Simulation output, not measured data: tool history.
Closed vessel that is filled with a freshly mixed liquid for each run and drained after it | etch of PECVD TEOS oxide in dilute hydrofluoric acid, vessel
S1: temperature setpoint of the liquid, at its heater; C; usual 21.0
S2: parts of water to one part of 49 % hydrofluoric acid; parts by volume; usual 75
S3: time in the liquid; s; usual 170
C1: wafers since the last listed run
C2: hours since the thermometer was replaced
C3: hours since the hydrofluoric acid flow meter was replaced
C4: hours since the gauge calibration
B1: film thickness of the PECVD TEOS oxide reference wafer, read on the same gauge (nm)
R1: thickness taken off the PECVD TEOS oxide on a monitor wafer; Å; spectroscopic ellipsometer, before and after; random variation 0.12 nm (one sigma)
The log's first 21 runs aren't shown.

{"run": 22, "hour": 1479.7, "S1": 17.0, "S2": 40, "S3": 140, "C1": 4415, "C2": 645.1, "C3": 389.5, "C4": 1266.0, "B1": 149.98, "R1": 250.8}
{"run": 23, "hour": 1552.4, "S1": 21.0, "S2": 60, "S3": 215, "C1": 8209, "C2": 717.8, "C3": 462.2, "C4": 1338.7, "B1": 150.01, "R1": 300.2}
{"run": 24, "hour": 1615.9, "S1": 21.0, "S2": 75, "S3": 170, "C1": 7170, "C2": 781.3, "C3": 525.7, "C4": 1402.2, "B1": 150.01, "R1": 186.9}
{"run": 25, "hour": 1682.8, "S1": 21.0, "S2": 75, "S3": 105, "C1": 7554, "C2": 848.2, "C3": 592.6, "C4": 1469.1, "B1": 150.04, "R1": 115.7}
{"run": 26, "hour": 1776.9, "S1": 23.0, "S2": 40, "S3": 125, "C1": 10625, "C2": 942.3, "C3": 686.7, "C4": 1563.2, "B1": 149.98, "R1": 298.9}
{"run": 27, "hour": 1826.7, "S1": 23.5, "S2": 55, "S3": 135, "C1": 5623, "C2": 992.1, "C3": 736.5, "C4": 1613.0, "B1": 149.99, "R1": 232.7}
{"run": 28, "hour": 1924.0, "S1": 21.0, "S2": 65, "S3": 75, "C1": 10986, "C2": 1089.4, "C3": 833.8, "C4": 1710.3, "B1": 150.0, "R1": 97.4}
{"run": 29, "hour": 1984.0, "S1": 21.0, "S2": 75, "S3": 140, "C1": 6775, "C2": 1149.4, "C3": 893.8, "C4": 1770.3, "B1": 150.03, "R1": 156.3}
{"run": 30, "hour": 2024.4, "S1": 24.5, "S2": 75, "S3": 170, "C1": 4561, "C2": 1189.8, "C3": 934.2, "C4": 1810.7, "B1": 150.01, "R1": 221.2}
{"run": 31, "hour": 2127.1, "S1": 23.0, "S2": 90, "S3": 205, "C1": 11596, "C2": 1292.5, "C3": 1036.9, "C4": 1913.4, "B1": 149.99, "R1": 204.3}
{"hour": 2149.3, "done": "thermometer replaced"}
{"run": 32, "hour": 2227.5, "S1": 19.0, "S2": 95, "S3": 85, "C1": 11223, "C2": 78.2, "C3": 1137.3, "C4": 2013.8, "B1": 149.98, "R1": 65.0}
{"run": 33, "hour": 2312.9, "S1": 21.0, "S2": 55, "S3": 170, "C1": 9643, "C2": 163.6, "C3": 1222.7, "C4": 2099.2, "B1": 149.99, "R1": 252.8}

4 ways to go on from here, each from the tool as it stands after run 33. What would each give?
{"run": "A", "hour": 2313.6, "S1": 21.0, "S2": 75, "S3": 205, "C1": 79, "C2": 164.3, "C3": 1223.4, "C4": 2099.9, "B1": "?", "R1": "?"}
{"run": "B", "hour": 2313.6, "S1": 25.5, "S2": 100, "S3": 130, "C1": 79, "C2": 164.3, "C3": 1223.4, "C4": 2099.9, "B1": "?", "R1": "?"}
{"run": "C", "hour": 2313.6, "S1": 19.0, "S2": 75, "S3": 170, "C1": 79, "C2": 164.3, "C3": 1223.4, "C4": 2099.9, "B1": "?", "R1": "?"}
{"run": "D", "hour": 2313.6, "S1": 19.5, "S2": 75, "S3": 170, "C1": 79, "C2": 164.3, "C3": 1223.4, "C4": 2099.9, "B1": "?", "R1": "?"}

run=A B1=150.01 R1=219.8
run=B B1=150.01 R1=121.5
run=C B1=150.01 R1=167.7
run=D B1=150.01 R1=171.3
Without the tool's hidden state the same runs would have given:
run=A R1=217.8
run=B R1=120.4
run=C R1=166.2
run=D R1=169.7
